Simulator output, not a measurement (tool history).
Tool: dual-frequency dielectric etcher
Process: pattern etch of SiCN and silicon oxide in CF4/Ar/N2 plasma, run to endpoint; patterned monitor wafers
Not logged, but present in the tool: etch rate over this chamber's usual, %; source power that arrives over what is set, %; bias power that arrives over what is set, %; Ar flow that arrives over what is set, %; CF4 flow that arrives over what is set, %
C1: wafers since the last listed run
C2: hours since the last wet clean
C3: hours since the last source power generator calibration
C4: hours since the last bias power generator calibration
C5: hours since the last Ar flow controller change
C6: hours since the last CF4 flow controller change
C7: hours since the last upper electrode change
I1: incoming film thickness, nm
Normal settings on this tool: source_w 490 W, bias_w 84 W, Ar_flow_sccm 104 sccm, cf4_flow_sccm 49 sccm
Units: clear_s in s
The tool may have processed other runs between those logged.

Run 1, day 0.000: usual settings but cf4_flow_sccm 53 sccm; C1 0; C2 210.1; C3 4336.2; C4 2534.0; C5 2182.0; C6 2137.5; C7 2607.0; I1 9.67. Result: clear_s 10.8 s.
Run 2, day 0.567: usual settings; C1 228; C2 223.7; C3 4349.8; C4 2547.6; C5 2195.6; C6 2151.1; C7 2620.6; I1 9.78. Result: clear_s 11.1 s.
At day 1.308: source power generator calibrated.
Run 3, day 1.329: usual settings but source_w 560 W; C1 240; C2 242.0; C3 0.5; C4 2565.9; C5 2213.9; C6 2169.4; C7 2638.9; I1 9.65. Result: clear_s 10.0 s.
Run 4, day 2.583: usual settings but source_w 570 W, bias_w 68 W, Ar_flow_sccm 80 sccm, cf4_flow_sccm 57 sccm; C1 505; C2 272.1; C3 30.6; C4 2596.0; C5 2244.0; C6 2199.5; C7 2669.0; I1 9.63. Result: clear_s 9.5 s.
At day 3.129: Ar flow controller replaced.
Run 5, day 3.400: usual settings but Ar_flow_sccm 89 sccm; C1 228; C2 291.7; C3 50.2; C4 2615.6; C5 6.5; C6 2219.1; C7 2688.6; I1 9.73. Result: clear_s 10.6 s.
At day 3.762: CF4 flow controller replaced.
Run 6, day 4.204: usual settings but source_w 380 W, bias_w 96 W; C1 223; C2 311.0; C3 69.5; C4 2634.9; C5 25.8; C6 10.6; C7 2707.9; I1 9.67. Result: clear_s 12.0 s.
At day 5.554: upper electrode replaced.
Run 7, day 5.583: usual settings but source_w 380 W, Ar_flow_sccm 118 sccm; C1 152; C2 344.1; C3 102.6; C4 2668.0; C5 58.9; C6 43.7; C7 0.7; I1 9.69. Result: clear_s 12.9 s.
Run 8, day 6.558: usual settings; C1 393; C2 367.5; C3 126.0; C4 2691.4; C5 82.3; C6 67.1; C7 24.1; I1 9.59. Result: clear_s 10.7 s.
At day 7.075: bias power generator calibrated.
Run 9, day 7.892: usual settings but source_w 460 W; C1 470; C2 399.5; C3 158.0; C4 19.6; C5 114.3; C6 99.1; C7 56.1; I1 9.72. Result: clear_s 11.3 s.
Run 10, day 8.571: usual settings but source_w 430 W, bias_w 103 W, Ar_flow_sccm 92 sccm, cf4_flow_sccm 55 sccm; C1 273; C2 415.8; C3 174.3; C4 35.9; C5 130.6; C6 115.4; C7 72.4; I1 9.81. Result: clear_s 10.6 s.
At day 12.575: wet clean of the chamber.
Run 11, day 12.596: usual settings but Ar_flow_sccm 93 sccm, cf4_flow_sccm 55 sccm; C1 1219; C2 0.5; C3 270.9; C4 132.5; C5 227.2; C6 212.0; C7 169.0; I1 9.67. Result: clear_s 10.6 s.
Run 12, day 13.250: usual settings but source_w 390 W, bias_w 71 W, Ar_flow_sccm 83 sccm, cf4_flow_sccm 40 sccm; C1 263; C2 16.2; C3 286.6; C4 148.2; C5 242.9; C6 227.7; C7 184.7; I1 9.78. Result: clear_s 13.1 s.
Run 13, day 13.979: usual settings; C1 293; C2 33.7; C3 304.1; C4 165.7; C5 260.4; C6 245.2; C7 202.2; I1 9.70. Result: clear_s 11.0 s.
Run 14, day 14.592: usual settings but source_w 410 W, bias_w 72 W, cf4_flow_sccm 54 sccm; C1 246; C2 48.4; C3 318.8; C4 180.4; C5 275.1; C6 259.9; C7 216.9; I1 9.66. Result: clear_s 12.7 s.
Run 15, day 15.558: usual settings but source_w 580 W, bias_w 69 W, Ar_flow_sccm 87 sccm, cf4_flow_sccm 40 sccm; C1 389; C2 71.6; C3 342.0; C4 203.6; C5 298.3; C6 283.1; C7 240.1; I1 9.72. Result: clear_s 10.4 s.
Run 16, day 16.346: usual settings but source_w 370 W, bias_w 73 W, cf4_flow_sccm 42 sccm; C1 317; C2 90.5; C3 360.9; C4 222.5; C5 317.2; C6 302.0; C7 259.0; I1 9.68. Result: clear_s 13.9 s.
Run 17, day 17.592: usual settings but bias_w 72 W, cf4_flow_sccm 40 sccm; C1 502; C2 120.4; C3 390.8; C4 252.4; C5 347.1; C6 331.9; C7 288.9; I1 9.73. Result: clear_s 12.0 s.
Run 18, day 18.967: usual settings; C1 554; C2 153.4; C3 423.8; C4 285.4; C5 380.1; C6 364.9; C7 321.9; I1 9.66. Result: clear_s 11.0 s.
Run 19, day 19.854: usual settings but bias_w 100 W, Ar_flow_sccm 88 sccm, cf4_flow_sccm 42 sccm; C1 357; C2 174.7; C3 445.1; C4 306.7; C5 401.4; C6 386.2; C7 343.2; I1 9.75. Result: clear_s 10.3 s.
Run 20, day 20.604: usual settings but bias_w 91 W, cf4_flow_sccm 37 sccm; C1 302; C2 192.7; C3 463.1; C4 324.7; C5 419.4; C6 404.2; C7 361.2; I1 9.67. Result: clear_s 11.2 s.
Run 21, day 21.238: usual settings but bias_w 102 W, cf4_flow_sccm 55 sccm; C1 255; C2 207.9; C3 478.3; C4 339.9; C5 434.6; C6 419.4; C7 376.4; I1 9.64. Result: clear_s 10.1 s.
Run 22, day 22.054: usual settings but bias_w 68 W, cf4_flow_sccm 42 sccm; C1 329; C2 227.5; C3 497.9; C4 359.5; C5 454.2; C6 439.0; C7 396.0; I1 9.67. Result: clear_s 11.9 s.
Run 23, day 23.379: usual settings but Ar_flow_sccm 122 sccm; C1 534; C2 259.3; C3 529.7; C4 391.3; C5 486.0; C6 470.8; C7 427.8; I1 9.70. Result: clear_s 11.3 s.
Run 24, day 24.662: usual settings; C1 517; C2 290.1; C3 560.5; C4 422.1; C5 516.8; C6 501.6; C7 458.6; I1 9.67. Result: clear_s 10.7 s.

4 options for the next run, each taken on its own from the tool as it stands now. Forecast them:
Run A, day 24.679: usual settings; C1 6; C2 290.5; C3 560.9; C4 422.5; C5 517.2; C6 502.0; C7 459.0; I1 9.60. Result: clear_s ?.
Run B, day 24.679: usual settings but source_w 600 W, bias_w 75 W, cf4_flow_sccm 58 sccm; C1 6; C2 290.5; C3 560.9; C4 422.5; C5 517.2; C6 502.0; C7 459.0; I1 9.60. Result: clear_s ?.
Run C, day 24.679: usual settings but source_w 410 W, bias_w 104 W; C1 6; C2 290.5; C3 560.9; C4 422.5; C5 517.2; C6 502.0; C7 459.0; I1 9.60. Result: clear_s ?.
Run D, day 24.679: usual settings but cf4_flow_sccm 60 sccm; C1 6; C2 290.5; C3 560.9; C4 422.5; C5 517.2; C6 502.0; C7 459.0; I1 9.60. Result: clear_s ?.

run  clear_s
  A     10.8
  B      9.6
  C     11.3
  D     10.5
Had the tool no hidden state, the same runs would have come out as:
run  clear_s
  A     11.0
  B      9.7
  C     11.5
  D     10.7
